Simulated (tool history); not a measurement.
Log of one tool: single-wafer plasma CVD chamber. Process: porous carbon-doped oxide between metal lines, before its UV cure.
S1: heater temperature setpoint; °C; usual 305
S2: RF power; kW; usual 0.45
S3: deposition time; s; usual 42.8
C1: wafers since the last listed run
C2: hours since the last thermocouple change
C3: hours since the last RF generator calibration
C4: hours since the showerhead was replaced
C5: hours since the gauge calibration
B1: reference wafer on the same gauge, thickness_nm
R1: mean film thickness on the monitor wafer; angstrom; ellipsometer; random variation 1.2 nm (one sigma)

{"run": 1, "hour": 0.0, "S1": 315, "S2": 0.45, "S3": 42.8, "C1": 0, "C2": 843.8, "C3": 818.5, "C4": 7052.4, "C5": 365.8, "B1": 267.185, "R1": 2111.93}
{"run": 2, "hour": 41.6, "S1": 315, "S2": 0.45, "S3": 42.8, "C1": 1028, "C2": 885.4, "C3": 860.1, "C4": 7094, "C5": 407.4, "B1": 267.388, "R1": 2098.46}
{"run": 3, "hour": 88.1, "S1": 315, "S2": 0.45, "S3": 42.8, "C1": 1149, "C2": 931.9, "C3": 906.6, "C4": 7140.5, "C5": 453.9, "B1": 266.462, "R1": 2094.75}
{"run": 4, "hour": 411.4, "S1": 305, "S2": 0.41, "S3": 46.9, "C1": 7991, "C2": 1255.2, "C3": 1229.9, "C4": 7463.8, "C5": 777.2, "B1": 266.624, "R1": 2252.85}
{"run": 5, "hour": 454.1, "S1": 305, "S2": 0.41, "S3": 46.9, "C1": 1055, "C2": 1297.9, "C3": 1272.6, "C4": 7506.5, "C5": 819.9, "B1": 267.054, "R1": 2211.04}
{"run": 6, "hour": 556.9, "S1": 305, "S2": 0.41, "S3": 46.9, "C1": 2541, "C2": 1400.7, "C3": 1375.4, "C4": 7609.3, "C5": 922.7, "B1": 267.045, "R1": 2235.98}
{"hour": 596.3, "done": "showerhead replaced"}
{"hour": 627.3, "done": "RF generator calibrated"}
{"run": 7, "hour": 663.8, "S1": 305, "S2": 0.475, "S3": 42.8, "C1": 2246, "C2": 1507.6, "C3": 36.5, "C4": 67.5, "C5": 1029.6, "B1": 266.748, "R1": 2359.2}
{"hour": 703.8, "done": "gauge calibrated"}
{"hour": 725.6, "done": "thermocouple changed; heater temperature recalibrated"}
{"run": 8, "hour": 742.7, "S1": 305, "S2": 0.45, "S3": 36.7, "C1": 1752, "C2": 17.1, "C3": 115.4, "C4": 146.4, "C5": 38.9, "B1": 267.55, "R1": 1931.22}
{"run": 9, "hour": 816.7, "S1": 305, "S2": 0.475, "S3": 48.3, "C1": 1829, "C2": 91.1, "C3": 189.4, "C4": 220.4, "C5": 112.9, "B1": 266.211, "R1": 2657.08}
{"run": 10, "hour": 858.0, "S1": 305, "S2": 0.45, "S3": 42.8, "C1": 1020, "C2": 132.4, "C3": 230.7, "C4": 261.7, "C5": 154.2, "B1": 266.928, "R1": 2244}
{"run": 11, "hour": 894.5, "S1": 305, "S2": 0.39, "S3": 42.8, "C1": 902, "C2": 168.9, "C3": 267.2, "C4": 298.2, "C5": 190.7, "B1": 267.05, "R1": 1932.72}
{"run": 12, "hour": 986.9, "S1": 305, "S2": 0.45, "S3": 42.8, "C1": 2283, "C2": 261.3, "C3": 359.6, "C4": 390.6, "C5": 283.1, "B1": 267.39, "R1": 2262.62}
{"run": 13, "hour": 1069.9, "S1": 305, "S2": 0.52, "S3": 42.8, "C1": 2051, "C2": 344.3, "C3": 442.6, "C4": 473.6, "C5": 366.1, "B1": 267.287, "R1": 2555.34}
{"run": 14, "hour": 1151.3, "S1": 305, "S2": 0.45, "S3": 50.9, "C1": 2012, "C2": 425.7, "C3": 524, "C4": 555, "C5": 447.5, "B1": 266.035, "R1": 2633.29}
{"run": 15, "hour": 1253.1, "S1": 305, "S2": 0.45, "S3": 42.8, "C1": 2516, "C2": 527.5, "C3": 625.8, "C4": 656.8, "C5": 549.3, "B1": 267.437, "R1": 2235.15}

Forecast each of these 5 alternatives for the next run:
{"run": "A", "hour": 1253.5, "S1": 305, "S2": 0.415, "S3": 42.8, "C1": 9, "C2": 527.9, "C3": 626.2, "C4": 657.2, "C5": 549.7, "B1": "?", "R1": "?"}
{"run": "B", "hour": 1253.5, "S1": 298, "S2": 0.45, "S3": 49.3, "C1": 9, "C2": 527.9, "C3": 626.2, "C4": 657.2, "C5": 549.7, "B1": "?", "R1": "?"}
{"run": "C", "hour": 1253.5, "S1": 293, "S2": 0.48, "S3": 45.9, "C1": 9, "C2": 527.9, "C3": 626.2, "C4": 657.2, "C5": 549.7, "B1": "?", "R1": "?"}
{"run": "D", "hour": 1253.5, "S1": 305, "S2": 0.495, "S3": 42.8, "C1": 9, "C2": 527.9, "C3": 626.2, "C4": 657.2, "C5": 549.7, "B1": "?", "R1": "?"}
{"run": "E", "hour": 1253.5, "S1": 305, "S2": 0.53, "S3": 46.5, "C1": 9, "C2": 527.9, "C3": 626.2, "C4": 657.2, "C5": 549.7, "B1": "?", "R1": "?"}

run=A B1=267.323 R1=2049.05
run=B B1=267.323 R1=2674.63
run=C B1=267.323 R1=2731.14
run=D B1=267.323 R1=2420.76
run=E B1=267.323 R1=2779.24
Without the tool's hidden state the same runs would have given:
run=A R1=2049.05
run=B R1=2674.63
run=C R1=2731.14
run=D R1=2420.76
run=E R1=2779.24

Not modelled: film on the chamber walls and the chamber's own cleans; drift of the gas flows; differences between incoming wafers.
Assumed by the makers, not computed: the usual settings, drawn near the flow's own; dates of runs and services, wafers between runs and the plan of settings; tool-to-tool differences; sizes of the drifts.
